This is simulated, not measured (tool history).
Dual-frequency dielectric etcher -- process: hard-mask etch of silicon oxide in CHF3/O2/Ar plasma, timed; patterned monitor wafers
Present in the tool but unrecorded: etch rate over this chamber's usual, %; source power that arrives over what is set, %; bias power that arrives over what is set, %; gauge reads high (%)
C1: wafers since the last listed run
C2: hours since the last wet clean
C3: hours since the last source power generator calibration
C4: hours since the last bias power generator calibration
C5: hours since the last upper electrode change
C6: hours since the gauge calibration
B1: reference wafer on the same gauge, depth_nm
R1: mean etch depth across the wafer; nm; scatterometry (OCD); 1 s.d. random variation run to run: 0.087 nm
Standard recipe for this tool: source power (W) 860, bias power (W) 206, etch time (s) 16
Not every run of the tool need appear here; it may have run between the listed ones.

run 1 hour=0 | source_power_(W)=860 bias_power_(W)=206 etch_time_(s)=19.5 | C1=0 C2=278.7 C3=1306.6 C4=2417.6 C5=1475.6 C6=578 | B1=37.68 | R1=44.73
run 2 hour=63.7 | source_power_(W)=860 bias_power_(W)=195 etch_time_(s)=18.5 | C1=913 C2=342.4 C3=1370.3 C4=2481.3 C5=1539.3 C6=641.7 | B1=37.71 | R1=41.55
run 3 hour=99.7 | source_power_(W)=860 bias_power_(W)=206 etch_time_(s)=15 | C1=515 C2=378.4 C3=1406.3 C4=2517.3 C5=1575.3 C6=677.7 | B1=37.74 | R1=34.29
run 4 hour=164.3 | source_power_(W)=860 bias_power_(W)=206 etch_time_(s)=15 | C1=925 C2=443 C3=1470.9 C4=2581.9 C5=1639.9 C6=742.3 | B1=37.69 | R1=34.24
run 5 hour=198.8 | source_power_(W)=860 bias_power_(W)=206 etch_time_(s)=15 | C1=494 C2=477.5 C3=1505.4 C4=2616.4 C5=1674.4 C6=776.8 | B1=37.7 | R1=34.31
run 6 hour=239.9 | source_power_(W)=1000 bias_power_(W)=206 etch_time_(s)=14 | C1=589 C2=518.6 C3=1546.5 C4=2657.5 C5=1715.5 C6=817.9 | B1=37.67 | R1=34.32
-- hour=290.2 wet clean of the chamber
run 7 hour=305.2 | source_power_(W)=710 bias_power_(W)=185 etch_time_(s)=16 | C1=591 C2=15 C3=1611.8 C4=2722.8 C5=1780.8 C6=883.2 | B1=37.71 | R1=32.56
run 8 hour=385.1 | source_power_(W)=710 bias_power_(W)=185 etch_time_(s)=16 | C1=1145 C2=94.9 C3=1691.7 C4=2802.7 C5=1860.7 C6=963.1 | B1=37.7 | R1=32.68
run 9 hour=489.1 | source_power_(W)=710 bias_power_(W)=185 etch_time_(s)=16 | C1=1490 C2=198.9 C3=1795.7 C4=2906.7 C5=1964.7 C6=1067.1 | B1=37.69 | R1=32.68
run 10 hour=547.6 | source_power_(W)=860 bias_power_(W)=206 etch_time_(s)=16 | C1=838 C2=257.4 C3=1854.2 C4=2965.2 C5=2023.2 C6=1125.6 | B1=37.72 | R1=36.64
run 11 hour=602.9 | source_power_(W)=860 bias_power_(W)=258 etch_time_(s)=16 | C1=792 C2=312.7 C3=1909.5 C4=3020.5 C5=2078.5 C6=1180.9 | B1=37.67 | R1=39.71
run 12 hour=661.3 | source_power_(W)=860 bias_power_(W)=206 etch_time_(s)=16 | C1=837 C2=371.1 C3=1967.9 C4=3078.9 C5=2136.9 C6=1239.3 | B1=37.7 | R1=36.82
run 13 hour=724.3 | source_power_(W)=860 bias_power_(W)=206 etch_time_(s)=16 | C1=902 C2=434.1 C3=2030.9 C4=3141.9 C5=2199.9 C6=1302.3 | B1=37.66 | R1=36.82
run 14 hour=760.7 | source_power_(W)=860 bias_power_(W)=220 etch_time_(s)=12 | C1=521 C2=470.5 C3=2067.3 C4=3178.3 C5=2236.3 C6=1338.7 | B1=37.71 | R1=28.15
run 15 hour=797.3 | source_power_(W)=710 bias_power_(W)=173 etch_time_(s)=16 | C1=524 C2=507.1 C3=2103.9 C4=3214.9 C5=2272.9 C6=1375.3 | B1=37.69 | R1=31.88
run 16 hour=856.8 | source_power_(W)=990 bias_power_(W)=169 etch_time_(s)=12 | C1=852 C2=566.6 C3=2163.4 C4=3274.4 C5=2332.4 C6=1434.8 | B1=37.72 | R1=27.56
-- hour=873.9 gauge calibrated
run 17 hour=901.2 | source_power_(W)=860 bias_power_(W)=206 etch_time_(s)=16 | C1=636 C2=611 C3=2207.8 C4=3318.8 C5=2376.8 C6=27.3 | B1=37.67 | R1=36.87
-- hour=943.9 source power generator calibrated
-- hour=948.1 wet clean of the chamber
-- hour=986.4 bias power generator calibrated
run 18 hour=1041.9 | source_power_(W)=860 bias_power_(W)=189 etch_time_(s)=16 | C1=1841 C2=93.8 C3=98 C4=55.5 C5=2517.5 C6=168 | B1=37.72 | R1=35.08
run 19 hour=1101.6 | source_power_(W)=860 bias_power_(W)=243 etch_time_(s)=16 | C1=855 C2=153.5 C3=157.7 C4=115.2 C5=2577.2 C6=227.7 | B1=37.69 | R1=38.1
run 20 hour=1151.6 | source_power_(W)=860 bias_power_(W)=206 etch_time_(s)=16 | C1=716 C2=203.5 C3=207.7 C4=165.2 C5=2627.2 C6=277.7 | B1=37.69 | R1=36.21
-- hour=1185 upper electrode replaced
run 21 hour=1209.3 | source_power_(W)=860 bias_power_(W)=185 etch_time_(s)=12.5 | C1=483 C2=261.2 C3=265.4 C4=222.9 C5=24.3 C6=335.4 | B1=37.68 | R1=27.06
run 22 hour=1269.2 | source_power_(W)=760 bias_power_(W)=242 etch_time_(s)=19 | C1=858 C2=321.1 C3=325.3 C4=282.8 C5=84.2 C6=395.3 | B1=37.71 | R1=43.02
run 23 hour=1309.3 | source_power_(W)=860 bias_power_(W)=206 etch_time_(s)=16 | C1=574 C2=361.2 C3=365.4 C4=322.9 C5=124.3 C6=435.4 | B1=37.69 | R1=36.14
run 24 hour=1371 | source_power_(W)=860 bias_power_(W)=206 etch_time_(s)=16 | C1=884 C2=422.9 C3=427.1 C4=384.6 C5=186 C6=497.1 | B1=37.72 | R1=35.9
run 25 hour=1438.9 | source_power_(W)=1030 bias_power_(W)=183 etch_time_(s)=19 | C1=973 C2=490.8 C3=495 C4=452.5 C5=253.9 C6=565 | B1=37.71 | R1=44.45
-- hour=1508.6 wet clean of the chamber
run 26 hour=1509.1 | source_power_(W)=860 bias_power_(W)=206 etch_time_(s)=16 | C1=662 C2=0.5 C3=565.2 C4=522.7 C5=324.1 C6=635.2 | B1=37.7 | R1=36.28
run 27 hour=1557.8 | source_power_(W)=860 bias_power_(W)=206 etch_time_(s)=14 | C1=698 C2=49.2 C3=613.9 C4=571.4 C5=372.8 C6=683.9 | B1=37.66 | R1=31.55
run 28 hour=1614.2 | source_power_(W)=860 bias_power_(W)=206 etch_time_(s)=14 | C1=808 C2=105.6 C3=670.3 C4=627.8 C5=429.2 C6=740.3 | B1=37.72 | R1=31.65
run 29 hour=1681 | source_power_(W)=780 bias_power_(W)=252 etch_time_(s)=17.5 | C1=957 C2=172.4 C3=737.1 C4=694.6 C5=496 C6=807.1 | B1=37.68 | R1=40.72
run 30 hour=1710.2 | source_power_(W)=860 bias_power_(W)=206 etch_time_(s)=16 | C1=418 C2=201.6 C3=766.3 C4=723.8 C5=525.2 C6=836.3 | B1=37.68 | R1=36.21
run 31 hour=1780.2 | source_power_(W)=800 bias_power_(W)=206 etch_time_(s)=12.5 | C1=1003 C2=271.6 C3=836.3 C4=793.8 C5=595.2 C6=906.3 | B1=37.73 | R1=27.23

Hidden state, per run?
etch rate over this chamber's usual, %: 0 in every run
source power that arrives over what is set, %: 0 in every run
gauge reads high (%): 0 in every run
H1: bias power that arrives over what is set, %
run=1 H1=4.21
run=2 H1=4.31
run=3 H1=4.37
run=4 H1=4.47
run=5 H1=4.52
run=6 H1=4.59
run=7 H1=4.69
run=8 H1=4.82
run=9 H1=4.98
run=10 H1=5.07
run=11 H1=5.16
run=12 H1=5.25
run=13 H1=5.35
run=14 H1=5.41
run=15 H1=5.46
run=16 H1=5.56
run=17 H1=5.63
run=18 H1=-0.874
run=19 H1=-0.781
run=20 H1=-0.702
run=21 H1=-0.611
run=22 H1=-0.517
run=23 H1=-0.454
run=24 H1=-0.357
run=25 H1=-0.25
run=26 H1=-0.139
run=27 H1=-0.0626
run=28 H1=0.0262
run=29 H1=0.131
run=30 H1=0.177
run=31 H1=0.287

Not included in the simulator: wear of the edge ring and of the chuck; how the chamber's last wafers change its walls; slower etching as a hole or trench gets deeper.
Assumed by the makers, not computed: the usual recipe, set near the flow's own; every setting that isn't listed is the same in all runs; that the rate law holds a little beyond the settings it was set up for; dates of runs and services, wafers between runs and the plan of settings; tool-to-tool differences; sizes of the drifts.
